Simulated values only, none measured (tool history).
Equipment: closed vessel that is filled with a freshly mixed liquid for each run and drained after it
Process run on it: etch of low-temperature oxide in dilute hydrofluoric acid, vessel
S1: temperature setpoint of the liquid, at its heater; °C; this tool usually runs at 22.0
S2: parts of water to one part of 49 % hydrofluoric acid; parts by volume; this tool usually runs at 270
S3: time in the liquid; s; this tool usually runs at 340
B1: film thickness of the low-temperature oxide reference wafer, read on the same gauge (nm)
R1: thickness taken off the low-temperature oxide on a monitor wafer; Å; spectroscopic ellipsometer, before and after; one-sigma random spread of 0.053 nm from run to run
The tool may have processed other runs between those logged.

Run 1, day 0.000: usual settings; B1 110.00. Result: R1 112.9 Å.
Run 2, day 2.688: usual settings; B1 110.03. Result: R1 112.4 Å.
At day 3.621: thermometer replaced.
Run 3, day 3.933: usual settings but S2 205 parts by volume; B1 110.02. Result: R1 164.4 Å.
Run 4, day 5.225: usual settings but S2 205 parts by volume; B1 110.01. Result: R1 162.3 Å.
Run 5, day 7.467: usual settings but S2 330 parts by volume; B1 110.02. Result: R1 89.8 Å.
Run 6, day 8.475: usual settings but S2 330 parts by volume; B1 109.99. Result: R1 90.5 Å.
Run 7, day 13.242: usual settings; B1 109.99. Result: R1 116.7 Å.
Run 8, day 15.742: usual settings; B1 110.03. Result: R1 114.7 Å.
Run 9, day 18.033: usual settings; B1 110.01. Result: R1 115.5 Å.
Run 10, day 20.446: usual settings but S1 19.0 °C; B1 109.97. Result: R1 103.7 Å.
Run 11, day 25.542: usual settings but S1 19.0 °C; B1 109.98. Result: R1 103.3 Å.
Run 12, day 26.767: usual settings; B1 109.98. Result: R1 115.7 Å.
At day 28.979: hydrofluoric acid flow meter replaced.
Run 13, day 29.692: usual settings but S2 385 parts by volume, S3 405 s; B1 110.03. Result: R1 81.4 Å.
Run 14, day 34.721: usual settings but S1 19.5 °C, S3 210 s; B1 109.98. Result: R1 61.3 Å.
Run 15, day 36.638: usual settings but S1 25.5 °C, S2 215 parts by volume, S3 160 s; B1 109.97. Result: R1 76.1 Å.
Run 16, day 39.525: usual settings; B1 110.01. Result: R1 108.8 Å.
Run 17, day 41.292: usual settings but S1 19.0 °C, S2 315 parts by volume, S3 160 s; B1 110.01. Result: R1 37.8 Å.
At day 42.721: thermometer replaced.
Run 18, day 43.779: usual settings but S1 18.0 °C; B1 109.97. Result: R1 95.2 Å.
At day 44.250: gauge calibrated.
Run 19, day 45.521: usual settings but S1 18.5 °C, S2 400 parts by volume, S3 490 s; B1 110.02. Result: R1 85.1 Å.
Run 20, day 48.246: usual settings but S1 24.5 °C, S2 180 parts by volume, S3 215 s; B1 110.02. Result: R1 125.9 Å.

Run 21 comes next. What will it give?
Run 21, day 50.383: usual settings but S2 210 parts by volume; B1 ?. Result: R1 ?.

Run 21 yielded B1 109.98, R1 150.8 Å.
Take away the tool's hidden state, keep the run-to-run variation as it was, and the same run would have given R1 148.5 Å.
